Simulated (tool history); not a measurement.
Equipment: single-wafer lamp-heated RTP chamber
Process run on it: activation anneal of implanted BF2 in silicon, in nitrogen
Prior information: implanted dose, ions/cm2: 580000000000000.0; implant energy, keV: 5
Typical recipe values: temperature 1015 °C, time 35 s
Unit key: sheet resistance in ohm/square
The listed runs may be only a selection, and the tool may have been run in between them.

| run | hour | temperature | time | wafers since the last listed run | wafers since the last pyrometer calibration | wafers since the reflector plate was cleaned | hours since the gauge calibration | read-back reference wafer on the same gauge, sheet resistance | sheet resistance |
|---|---|---|---|---|---|---|---|---|---|
| 1 | 0 | 1015 | 35 | 0 | 4443 | 11298 | 237.9 | 332.02 | 320.67 |
|  | 1.5 | gauge calibrated |
| 2 | 9 | 1015 | 35 | 98 | 4542 | 11396 | 7.5 | 332.08 | 320.95 |
| 3 | 22.6 | 1015 | 35 | 149 | 4691 | 11546 | 21.1 | 331.98 | 321.89 |
| 4 | 29 | 1015 | 35 | 70 | 4761 | 11616 | 27.5 | 332.05 | 321.48 |
| 5 | 41.4 | 1015 | 35 | 136 | 4897 | 11752 | 39.9 | 332.1 | 320.46 |
| 6 | 56.6 | 1015 | 35 | 166 | 5064 | 11918 | 55.1 | 331.88 | 320.92 |
| 7 | 82.6 | 1015 | 35 | 285 | 5349 | 12204 | 81.1 | 332.12 | 319.54 |
| 8 | 99.8 | 1021 | 35 | 188 | 5538 | 12392 | 98.3 | 331.87 | 309.99 |
| 9 | 111.5 | 1021 | 35 | 128 | 5666 | 12521 | 110 | 331.68 | 309.34 |
| 10 | 127.6 | 999 | 35 | 176 | 5843 | 12697 | 126.1 | 331.82 | 342.44 |
| 11 | 141.1 | 996 | 19 | 148 | 5991 | 12845 | 139.6 | 332 | 376.63 |
| 12 | 150.8 | 996 | 19 | 106 | 6097 | 12952 | 149.3 | 331.92 | 376.08 |
| 13 | 159.8 | 993 | 35 | 98 | 6196 | 13051 | 158.3 | 331.85 | 351.08 |
|  | 182 | reflector plate cleaned |
|  | 185 | pyrometer window cleaned and pyrometer calibrated |
| 14 | 185.5 | 993 | 35 | 160 | 4 | 4 | 184 | 331.93 | 354.23 |
| 15 | 185.9 | 1015 | 35 | 4 | 9 | 9 | 184.4 | 331.92 | 324.98 |
| 16 | 195.1 | 1015 | 35 | 100 | 110 | 110 | 193.6 | 331.72 | 325.31 |
| 17 | 206.1 | 1001 | 25 | 120 | 230 | 230 | 204.6 | 332.1 | 359.8 |
|  | 215 | gauge calibrated |
| 18 | 217.2 | 1035 | 45 | 121 | 352 | 352 | 2.2 | 331.85 | 272.46 |
| 19 | 225.1 | 998 | 21 | 86 | 439 | 439 | 10.1 | 331.99 | 372.23 |
| 20 | 242.9 | 1035 | 46 | 195 | 634 | 634 | 27.9 | 331.84 | 272.7 |
| 21 | 252.8 | 1003 | 14 | 108 | 743 | 743 | 37.8 | 331.98 | 387.74 |
| 22 | 261.4 | 993 | 35 | 94 | 837 | 837 | 46.4 | 332.18 | 354.52 |
| 23 | 278.5 | 1015 | 35 | 187 | 1025 | 1025 | 63.5 | 332.01 | 324.5 |
| 24 | 292.8 | 1003 | 14 | 156 | 1181 | 1181 | 77.8 | 332.04 | 385.45 |
| 25 | 309 | 1015 | 35 | 177 | 1359 | 1359 | 94 | 332 | 323.45 |
| 26 | 325.4 | 1015 | 21 | 179 | 1539 | 1539 | 110.4 | 332.15 | 346.07 |
| 27 | 341.1 | 1015 | 35 | 172 | 1711 | 1711 | 126.1 | 332.1 | 323.22 |
| 28 | 357.5 | 1038 | 28 | 179 | 1891 | 1891 | 142.5 | 332.2 | 290.11 |
| 29 | 368.1 | 1004 | 54 | 116 | 2007 | 2007 | 153.1 | 332.09 | 317.8 |
| 30 | 382.8 | 1023 | 55 | 161 | 2169 | 2169 | 167.8 | 332.17 | 282.18 |

Consider 5 possible next runs. They are alternatives, not a sequence: every one starts from the tool as it was left by run 30. What does each give?
| A | 383.2 | 1035 | 35 | 4 | 2173 | 2173 | 168.2 | ? | ? |
| B | 383.2 | 998 | 23 | 4 | 2173 | 2173 | 168.2 | ? | ? |
| C | 383.2 | 1035 | 54 | 4 | 2173 | 2173 | 168.2 | ? | ? |
| D | 383.2 | 991 | 35 | 4 | 2173 | 2173 | 168.2 | ? | ? |
| E | 383.2 | 1024 | 50 | 4 | 2173 | 2173 | 168.2 | ? | ? |

| run | read-back reference wafer on the same gauge, sheet resistance | sheet resistance |
|---|---|---|
| A | 332.17 | 282.18 |
| B | 332.17 | 362.99 |
| C | 332.17 | 259.33 |
| D | 332.17 | 352.71 |
| E | 332.17 | 285.57 |
Take away the tool's hidden state, keep each run's random variation, and the runs would have read:
| run | sheet resistance |
|---|---|
| A | 288.5 |
| B | 367.82 |
| C | 265.11 |
| D | 357.37 |
| E | 291.77 |

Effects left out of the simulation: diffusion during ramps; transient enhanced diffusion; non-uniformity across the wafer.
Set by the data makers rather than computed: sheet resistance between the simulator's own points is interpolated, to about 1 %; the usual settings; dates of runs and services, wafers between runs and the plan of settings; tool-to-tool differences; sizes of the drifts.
